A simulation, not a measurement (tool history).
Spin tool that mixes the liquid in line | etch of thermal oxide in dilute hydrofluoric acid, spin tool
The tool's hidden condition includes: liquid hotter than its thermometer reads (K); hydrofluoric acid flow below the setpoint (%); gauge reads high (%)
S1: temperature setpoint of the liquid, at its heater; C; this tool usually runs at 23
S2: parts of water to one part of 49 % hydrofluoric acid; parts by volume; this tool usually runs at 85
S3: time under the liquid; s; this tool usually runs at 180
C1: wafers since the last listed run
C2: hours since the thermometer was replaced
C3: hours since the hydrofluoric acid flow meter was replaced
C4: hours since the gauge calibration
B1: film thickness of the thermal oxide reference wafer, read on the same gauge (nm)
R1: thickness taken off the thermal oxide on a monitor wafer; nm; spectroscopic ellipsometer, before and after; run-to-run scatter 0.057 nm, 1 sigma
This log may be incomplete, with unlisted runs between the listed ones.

| run | hour | S1 | S2 | S3 | C1 | C2 | C3 | C4 | B1 | R1 |
|---|---|---|---|---|---|---|---|---|---|---|
| 1 | 0 | 23 | 85 | 180 | 0 | 2435 | 193.8 | 11.8 | 120.27 | 9.67 |
| 2 | 27.1 | 23 | 85 | 180 | 249 | 2462.1 | 220.9 | 38.9 | 119.96 | 9.59 |
|  | 49.2 | thermometer replaced |
| 3 | 49.7 | 23 | 85 | 180 | 199 | 0.5 | 243.5 | 61.5 | 119.64 | 9.58 |
| 4 | 73.3 | 23 | 85 | 180 | 217 | 24.1 | 267.1 | 85.1 | 119.35 | 9.49 |
| 5 | 93.9 | 23 | 85 | 180 | 189 | 44.7 | 287.7 | 105.7 | 119.12 | 9.59 |
| 6 | 107.7 | 23 | 85 | 125 | 127 | 58.5 | 301.5 | 119.5 | 118.95 | 6.58 |
| 7 | 131.2 | 23 | 85 | 220 | 216 | 82 | 325 | 143 | 118.75 | 11.6 |
| 8 | 154.3 | 23 | 85 | 220 | 212 | 105.1 | 348.1 | 166.1 | 118.62 | 11.7 |
| 9 | 176.4 | 23 | 105 | 180 | 203 | 127.2 | 370.2 | 188.2 | 118.36 | 7.43 |
| 10 | 211.6 | 23 | 85 | 85 | 324 | 162.4 | 405.4 | 223.4 | 118.14 | 4.49 |
| 11 | 244.5 | 23 | 100 | 180 | 303 | 195.3 | 438.3 | 256.3 | 117.89 | 7.95 |
| 12 | 261.3 | 23 | 85 | 180 | 154 | 212.1 | 455.1 | 273.1 | 117.79 | 9.38 |
| 13 | 278.6 | 25.5 | 85 | 180 | 159 | 229.4 | 472.4 | 290.4 | 117.69 | 10.51 |
| 14 | 297.3 | 23 | 85 | 225 | 172 | 248.1 | 491.1 | 309.1 | 117.55 | 11.66 |
| 15 | 328.6 | 23 | 85 | 180 | 288 | 279.4 | 522.4 | 340.4 | 117.39 | 9.38 |
| 16 | 346.4 | 23 | 85 | 180 | 164 | 297.2 | 540.2 | 358.2 | 117.33 | 9.34 |
| 17 | 360 | 19.5 | 85 | 130 | 125 | 310.8 | 553.8 | 371.8 | 117.23 | 5.79 |
| 18 | 376.1 | 23 | 50 | 250 | 148 | 326.9 | 569.9 | 387.9 | 117.14 | 23.12 |
| 19 | 388.4 | 23 | 85 | 180 | 113 | 339.2 | 582.2 | 400.2 | 117.09 | 9.41 |
| 20 | 410.7 | 28 | 100 | 255 | 205 | 361.5 | 604.5 | 422.5 | 116.99 | 13.28 |
|  | 415.8 | hydrofluoric acid flow meter replaced |
| 21 | 446.4 | 25 | 65 | 270 | 319 | 397.2 | 30.6 | 458.2 | 116.89 | 20.28 |
| 22 | 458.6 | 23 | 85 | 180 | 112 | 409.4 | 42.8 | 470.4 | 116.79 | 9.36 |
| 23 | 487.5 | 18.5 | 50 | 75 | 266 | 438.3 | 71.7 | 499.3 | 116.71 | 5.73 |
| 24 | 511.7 | 23 | 85 | 250 | 223 | 462.5 | 95.9 | 523.5 | 116.65 | 12.91 |
| 25 | 529 | 18 | 115 | 180 | 159 | 479.8 | 113.2 | 540.8 | 116.59 | 5.48 |
| 26 | 561.1 | 23 | 85 | 180 | 295 | 511.9 | 145.3 | 572.9 | 116.58 | 9.36 |
| 27 | 579.3 | 21 | 75 | 180 | 167 | 530.1 | 163.5 | 591.1 | 116.54 | 9.88 |
| 28 | 657 | 18.5 | 120 | 240 | 716 | 607.8 | 241.2 | 668.8 | 116.29 | 7.05 |
| 29 | 676.1 | 25 | 60 | 125 | 176 | 626.9 | 260.3 | 687.9 | 116.29 | 10.3 |
| 30 | 698.4 | 24.5 | 125 | 260 | 205 | 649.2 | 282.6 | 710.2 | 116.24 | 9.26 |
| 31 | 734.3 | 23 | 85 | 180 | 330 | 685.1 | 318.5 | 746.1 | 116.2 | 9.43 |
| 32 | 754.3 | 23 | 85 | 180 | 184 | 705.1 | 338.5 | 766.1 | 116.21 | 9.26 |
| 33 | 769.3 | 23 | 85 | 180 | 138 | 720.1 | 353.5 | 781.1 | 116.17 | 9.26 |

Difference, measured minus no-hidden-state, one row per run. Run-to-run variation is common to both terms; the gauge's own scatter need not be:
| run | R1 |
|---|---|
| 1 | +0.03 |
| 2 | -0.01 |
| 3 | -0.02 |
| 4 | -0.05 |
| 5 | -0.07 |
| 6 | -0.05 |
| 7 | -0.12 |
| 8 | -0.15 |
| 9 | -0.1 |
| 10 | -0.07 |
| 11 | -0.14 |
| 12 | -0.17 |
| 13 | -0.21 |
| 14 | -0.24 |
| 15 | -0.2 |
| 16 | -0.22 |
| 17 | -0.14 |
| 18 | -0.56 |
| 19 | -0.24 |
| 20 | -0.34 |
| 21 | -0.55 |
| 22 | -0.26 |
| 23 | -0.16 |
| 24 | -0.37 |
| 25 | -0.16 |
| 26 | -0.27 |
| 27 | -0.29 |
| 28 | -0.23 |
| 29 | -0.32 |
| 30 | -0.3 |
| 31 | -0.3 |
| 32 | -0.3 |
| 33 | -0.31 |

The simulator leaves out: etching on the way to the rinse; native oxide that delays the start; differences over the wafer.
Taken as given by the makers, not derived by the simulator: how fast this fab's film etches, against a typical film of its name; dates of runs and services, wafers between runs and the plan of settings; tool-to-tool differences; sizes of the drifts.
